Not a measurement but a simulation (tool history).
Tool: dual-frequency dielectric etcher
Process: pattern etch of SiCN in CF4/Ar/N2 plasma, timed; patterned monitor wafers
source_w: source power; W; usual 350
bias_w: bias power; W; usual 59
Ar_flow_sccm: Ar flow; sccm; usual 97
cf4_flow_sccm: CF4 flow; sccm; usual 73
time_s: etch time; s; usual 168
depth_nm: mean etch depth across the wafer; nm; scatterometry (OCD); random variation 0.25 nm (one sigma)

run	hour	source_w	bias_w	Ar_flow_sccm	cf4_flow_sccm	time_s	wafers since the last listed run	hours since the last wet clean	hours since the last source power generator calibration	hours since the last bias power generator calibration	hours since the last Ar flow controller change	hours since the last CF4 flow controller change	hours since the last upper electrode change	hours since the gauge calibration	read-back reference wafer on the same gauge, depth_nm	depth_nm
1	0	350	59	110	73	128	0	175.5	4274.1	235.8	249.1	3522.7	4244	657.7	105.5	75.7
2	33.4	430	59	73	73	168	221	208.9	4307.5	269.2	282.5	3556.1	4277.4	691.1	105.4	130.6
3	46.7	350	59	97	73	168	88	222.2	4320.8	282.5	295.8	3569.4	4290.7	704.4	105.6	101.7
4	71.5	350	59	107	73	127.5	164	247	4345.6	307.3	320.6	3594.2	4315.5	729.2	105.5	76.1
5	104.4	280	59	97	55	152	218	279.9	4378.5	340.2	353.5	3627.1	4348.4	762.1	105.5	70.7
# hour 120.7: source power generator calibrated
# hour 125.3: CF4 flow controller replaced
6	134.7	350	59	97	73	168	144	310.2	14	370.5	383.8	9.4	4378.7	792.4	105.4	102.3
# hour 166.7: wet clean of the chamber
7	167.2	350	59	97	73	182	56	0.5	46.5	403	416.3	41.9	4411.2	824.9	105.6	107.7
8	190.6	290	59	97	73	168	155	23.9	69.9	426.4	439.7	65.3	4434.6	848.3	105.5	81
9	224.8	350	59	97	87	168	227	58.1	104.1	460.6	473.9	99.5	4468.8	882.5	105.4	101.5
10	246.6	350	59	97	73	168	144	79.9	125.9	482.4	495.7	121.3	4490.6	904.3	105.5	100
# hour 288.9: upper electrode replaced
11	289.4	390	59	106	90	200	124	122.7	168.7	525.2	538.5	164.1	0.5	947.1	105.5	135.2
12	308.9	320	52	97	73	168	129	142.2	188.2	544.7	558	183.6	20	966.6	105.4	88.3
# hour 319.8: gauge calibrated
13	333.2	280	59	110	68	127.5	161	166.5	212.5	569	582.3	207.9	44.3	13.4	105.4	58.7
14	352.8	350	59	97	82	168	130	186.1	232.1	588.6	601.9	227.5	63.9	33	105.5	101.9
15	385.8	350	59	97	69	168	219	219.1	265.1	621.6	634.9	260.5	96.9	66	105.4	100.6
16	478.1	350	59	97	73	168	613	311.4	357.4	713.9	727.2	352.8	189.2	158.3	105.5	101.8
17	511.1	350	59	97	73	168	219	344.4	390.4	746.9	760.2	385.8	222.2	191.3	105.4	102.3
# hour 543.9: wet clean of the chamber
18	544.2	350	59	97	69	168	60	0.3	423.5	780	793.3	418.9	255.3	224.4	105.6	98.1
19	578.6	350	59	73	73	168	228	34.7	457.9	814.4	827.7	453.3	289.7	258.8	105.6	103.6
20	611.2	400	54	110	78	168	216	67.3	490.5	847	860.3	485.9	322.3	291.4	105.4	109.9
21	629.3	270	46	113	66	168	120	85.4	508.6	865.1	878.4	504	340.4	309.5	105.5	67.3
22	662.5	350	59	97	73	168	220	118.6	541.8	898.3	911.6	537.2	373.6	342.7	105.5	99.9

Forecast each of these 3 alternatives for the next run:
A	663	350	59	97	73	168	3	119.1	542.3	898.8	912.1	537.7	374.1	343.2	?	?
B	663	270	59	97	73	153	3	119.1	542.3	898.8	912.1	537.7	374.1	343.2	?	?
C	663	350	59	89	73	168	3	119.1	542.3	898.8	912.1	537.7	374.1	343.2	?	?

run	read-back reference wafer on the same gauge, depth_nm	depth_nm
A	105.5	100.2
B	105.5	68.7
C	105.5	101.5
Without the tool's hidden state the same runs would have given:
run	depth_nm
A	99.4
B	68.2
C	100.6
